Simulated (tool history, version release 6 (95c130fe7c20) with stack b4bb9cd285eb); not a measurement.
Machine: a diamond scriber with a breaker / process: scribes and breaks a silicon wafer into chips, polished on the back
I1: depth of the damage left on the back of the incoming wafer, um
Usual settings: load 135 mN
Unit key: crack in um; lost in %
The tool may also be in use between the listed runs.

Run 1, day 0.000: usual settings; I1 0.01. Result: crack 9.04 um, lost 2.47 %.
Run 2, day 0.571: usual settings but load 106 mN; I1 0.03. Result: crack 7.68 um, lost 5.14 %.
Run 3, day 0.908: usual settings but load 106 mN; I1 0.01. Result: crack 7.65 um, lost 4.80 %.
Run 4, day 1.325: usual settings but load 106 mN; I1 0.04. Result: crack 7.59 um, lost 5.02 %.
Run 5, day 1.625: usual settings; I1 0.01. Result: crack 9.24 um, lost 2.64 %.
Run 6, day 2.250: usual settings but load 145 mN; I1 0.04. Result: crack 9.62 um, lost 7.12 %.
Run 7, day 4.333: usual settings but load 145 mN; I1 0.02. Result: crack 9.56 um, lost 7.47 %.
At day 4.429: diamond tip replaced by a new one.
Run 8, day 5.021: usual settings; I1 0.05. Result: crack 9.31 um, lost 3.14 %.
Run 9, day 5.904: usual settings; I1 0.03. Result: crack 9.16 um, lost 3.48 %.
Run 10, day 6.550: usual settings; I1 0.03. Result: crack 9.25 um, lost 3.54 %.
Run 11, day 7.288: usual settings; I1 0.05. Result: crack 9.27 um, lost 3.58 %.
Run 12, day 7.696: usual settings but load 108 mN; I1 0.02. Result: crack 7.85 um, lost 2.64 %.
At day 8.008: load on the tip recalibrated.
Run 13, day 8.121: usual settings but load 146 mN; I1 0.03. Result: crack 8.88 um, lost 2.74 %.
Run 14, day 8.675: usual settings but load 117 mN; I1 0.01. Result: crack 7.57 um, lost 3.41 %.
Run 15, day 9.271: usual settings; I1 0.03. Result: crack 8.51 um, lost 0.67 %.
Run 16, day 9.592: usual settings but load 149 mN; I1 0.03. Result: crack 9.33 um, lost 4.10 %.
Run 17, day 10.192: usual settings; I1 0.02. Result: crack 8.62 um, lost 0.72 %.
Run 18, day 10.454: usual settings but load 105 mN; I1 0.03. Result: crack 7.20 um, lost 10.04 %.
Run 19, day 11.183: usual settings but load 123 mN; I1 0.01. Result: crack 8.07 um, lost 1.17 %.
Run 20, day 11.717: usual settings but load 98 mN; I1 0.02. Result: crack 6.84 um, lost 16.08 %.
Run 21, day 12.271: usual settings; I1 0.03. Result: crack 8.78 um, lost 0.84 %.
Run 22, day 12.938: usual settings but load 115 mN; I1 0.03. Result: crack 7.76 um, lost 3.49 %.
Run 23, day 13.267: usual settings but load 107 mN; I1 0.04. Result: crack 7.30 um, lost 7.28 %.

Consider 5 possible next runs. They are alternatives, not a sequence: every one starts from the tool as it was left by run 23. What does each give?
Run A, day 13.296: usual settings but load 101 mN; I1 0.02. Result: crack ?, lost ?.
Run B, day 13.296: usual settings but load 111 mN; I1 0.02. Result: crack ?, lost ?.
Run C, day 13.296: usual settings but load 124 mN; I1 0.02. Result: crack ?, lost ?.
Run D, day 13.296: usual settings but load 154 mN; I1 0.02. Result: crack ?, lost ?.
Run E, day 13.296: usual settings but load 173 mN; I1 0.02. Result: crack ?, lost ?.

run  crack   lost
  A   7.07  13.16
  B   7.60   5.39
  C   8.26   0.84
  D   9.69   7.08
  E  10.54  17.40
With the hidden condition removed and each run's random variation left untouched, the same runs would have given:
run  crack   lost
  A   6.83  17.86
  B   7.34   8.68
  C   7.98   2.08
  D   9.36   4.15
  E  10.19  12.76
